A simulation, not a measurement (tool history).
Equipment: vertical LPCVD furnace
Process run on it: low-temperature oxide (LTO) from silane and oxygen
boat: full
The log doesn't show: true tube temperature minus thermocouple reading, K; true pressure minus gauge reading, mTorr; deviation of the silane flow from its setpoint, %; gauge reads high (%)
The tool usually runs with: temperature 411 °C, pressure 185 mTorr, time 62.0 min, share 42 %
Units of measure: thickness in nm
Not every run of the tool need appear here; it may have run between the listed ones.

run,hour,temperature,pressure,time,share,wafers since the last listed run,hours since the last temperature calibration,hours since the pressure gauge was zeroed,hours since the silane flow controller was replaced,hours since the gauge calibration,"read-back reference wafer on the same gauge, thickness",thickness
1,0.0,411,185,62.0,42,0,3399.9,3504.5,5685.6,164.3,687.10,580.29
2,14.4,411,185,62.0,42,180,3414.3,3518.9,5700.0,178.7,687.02,581.58
# hour 15.4: gauge calibrated
3,28.1,411,185,81.5,42,171,3428.0,3532.6,5713.7,12.7,691.62,769.64
4,39.4,411,185,81.5,42,141,3439.3,3543.9,5725.0,24.0,691.52,767.62
5,56.9,411,185,81.5,42,219,3456.8,3561.4,5742.5,41.5,690.12,766.66
# hour 88.9: pressure gauge zeroed
6,89.4,403,185,62.0,48,106,3489.3,0.5,5775.0,74.0,688.79,612.38
7,93.9,403,185,62.0,48,56,3493.8,5.0,5779.5,78.5,688.92,614.31
8,100.1,411,185,62.0,47,77,3500.0,11.2,5785.7,84.7,688.56,651.89
9,115.6,411,185,62.0,42,194,3515.5,26.7,5801.2,100.2,688.55,581.31
10,128.2,419,185,62.0,42,157,3528.1,39.3,5813.8,112.8,688.22,631.18
11,145.5,411,215,70.5,50,216,3545.4,56.6,5831.1,130.1,688.32,904.04
# hour 170.7: silane flow controller replaced
# hour 172.8: thermocouples replaced and temperature profile calibrated
12,173.3,405,155,71.5,39,21,0.5,84.4,2.6,157.9,687.89,483.99
13,179.0,411,205,62.0,42,71,6.2,90.1,8.3,163.6,688.01,645.81
# hour 186.1: gauge calibrated
14,191.8,418,185,69.5,44,160,19.0,102.9,21.1,5.7,691.79,739.37
15,210.4,411,185,62.0,42,233,37.6,121.5,39.7,24.3,690.51,582.85
16,220.7,416,195,62.0,49,129,47.9,131.8,50.0,34.6,689.58,748.83
17,236.8,411,185,62.0,42,201,64.0,147.9,66.1,50.7,689.28,583.03
18,243.5,411,160,62.0,35,83,70.7,154.6,72.8,57.4,688.92,403.51

Results per run with the tool's hidden condition removed, run-to-run variation unchanged:
run,thickness
1,584.46
2,585.83
3,769.77
4,768.58
5,768.64
6,615.01
7,617.06
8,654.96
9,584.32
10,634.65
11,909.31
12,487.00
13,649.87
14,739.71
15,584.20
16,751.20
17,585.49
18,405.36
